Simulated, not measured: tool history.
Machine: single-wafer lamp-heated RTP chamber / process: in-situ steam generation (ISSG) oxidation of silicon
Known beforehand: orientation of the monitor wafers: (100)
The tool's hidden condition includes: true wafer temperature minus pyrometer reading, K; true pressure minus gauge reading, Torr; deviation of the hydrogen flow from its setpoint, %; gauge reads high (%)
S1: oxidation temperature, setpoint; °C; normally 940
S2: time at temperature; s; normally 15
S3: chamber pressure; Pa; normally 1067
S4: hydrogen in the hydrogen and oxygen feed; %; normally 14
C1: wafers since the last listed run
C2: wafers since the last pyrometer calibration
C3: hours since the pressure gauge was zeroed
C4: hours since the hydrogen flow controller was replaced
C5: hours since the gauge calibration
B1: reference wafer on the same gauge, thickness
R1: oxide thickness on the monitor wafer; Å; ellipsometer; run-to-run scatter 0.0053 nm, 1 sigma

run 1 hour=0 | S1=940 S2=15 S3=1067 S4=14 | C1=0 C2=7749 C3=4922.4 C4=6672.9 C5=157.2 | B1=4.001 | R1=35.92
run 2 hour=23.3 | S1=940 S2=15 S3=1067 S4=14 | C1=161 C2=7910 C3=4945.7 C4=6696.2 C5=180.5 | B1=3.999 | R1=36.01
run 3 hour=40.6 | S1=940 S2=18 S3=1067 S4=14 | C1=119 C2=8030 C3=4963 C4=6713.5 C5=197.8 | B1=4 | R1=38.84
run 4 hour=62.5 | S1=940 S2=18 S3=1067 S4=14 | C1=151 C2=8181 C3=4984.9 C4=6735.4 C5=219.7 | B1=4 | R1=38.81
run 5 hour=86.4 | S1=940 S2=18 S3=1067 S4=14 | C1=165 C2=8346 C3=5008.8 C4=6759.3 C5=243.6 | B1=3.999 | R1=38.79
-- hour=109.2 pyrometer window cleaned and pyrometer calibrated
run 6 hour=116.6 | S1=940 S2=15 S3=1213 S4=11 | C1=153 C2=51 C3=5039 C4=6789.5 C5=273.8 | B1=4 | R1=33.21
-- hour=135.6 pressure gauge zeroed
run 7 hour=150 | S1=940 S2=15 S3=1213 S4=11 | C1=175 C2=226 C3=14.4 C4=6822.9 C5=307.2 | B1=4 | R1=33.37
run 8 hour=171.5 | S1=940 S2=9 S3=1067 S4=23 | C1=148 C2=375 C3=35.9 C4=6844.4 C5=328.7 | B1=4 | R1=33
-- hour=185.5 gauge calibrated
run 9 hour=199.8 | S1=933 S2=15 S3=1133 S4=23 | C1=195 C2=570 C3=64.2 C4=6872.7 C5=14.3 | B1=4 | R1=38.97
run 10 hour=225.5 | S1=932 S2=15 S3=1067 S4=11 | C1=177 C2=748 C3=89.9 C4=6898.4 C5=40 | B1=3.999 | R1=32.98
-- hour=246.2 hydrogen flow controller replaced
run 11 hour=260 | S1=940 S2=15 S3=1067 S4=11 | C1=183 C2=931 C3=124.4 C4=13.8 C5=74.5 | B1=4 | R1=33.63
run 12 hour=273.2 | S1=940 S2=13 S3=1067 S4=14 | C1=91 C2=1022 C3=137.6 C4=27 C5=87.7 | B1=4 | R1=33.53
run 13 hour=301.3 | S1=940 S2=15 S3=1067 S4=14 | C1=194 C2=1217 C3=165.7 C4=55.1 C5=115.8 | B1=4 | R1=35.51
run 14 hour=314.3 | S1=933 S2=15 S3=1133 S4=23 | C1=89 C2=1307 C3=178.7 C4=68.1 C5=128.8 | B1=4 | R1=39.11
run 15 hour=339.9 | S1=932 S2=19 S3=973 S4=24 | C1=176 C2=1484 C3=204.3 C4=93.7 C5=154.4 | B1=4 | R1=43.19

Forecast each of these 5 alternatives for the next run:
run A hour=340.3 | S1=940 S2=15 S3=1067 S4=14 | C1=2 C2=1486 C3=204.7 C4=94.1 C5=154.8 | B1=? | R1=?
run B hour=340.3 | S1=940 S2=20 S3=1013 S4=14 | C1=2 C2=1486 C3=204.7 C4=94.1 C5=154.8 | B1=? | R1=?
run C hour=340.3 | S1=940 S2=9 S3=1067 S4=14 | C1=2 C2=1486 C3=204.7 C4=94.1 C5=154.8 | B1=? | R1=?
run D hour=340.3 | S1=956 S2=15 S3=973 S4=11 | C1=2 C2=1486 C3=204.7 C4=94.1 C5=154.8 | B1=? | R1=?
run E hour=340.3 | S1=940 S2=20 S3=1133 S4=11 | C1=2 C2=1486 C3=204.7 C4=94.1 C5=154.8 | B1=? | R1=?

run=A B1=3.999 R1=35.53
run=B B1=3.999 R1=39.85
run=C B1=3.999 R1=29.31
run=D B1=3.999 R1=35.03
run=E B1=3.999 R1=37.94
Without the tool's hidden state the same runs would have given:
run=A R1=35.07
run=B R1=39.27
run=C R1=29.01
run=D R1=34.52
run=E R1=37.39

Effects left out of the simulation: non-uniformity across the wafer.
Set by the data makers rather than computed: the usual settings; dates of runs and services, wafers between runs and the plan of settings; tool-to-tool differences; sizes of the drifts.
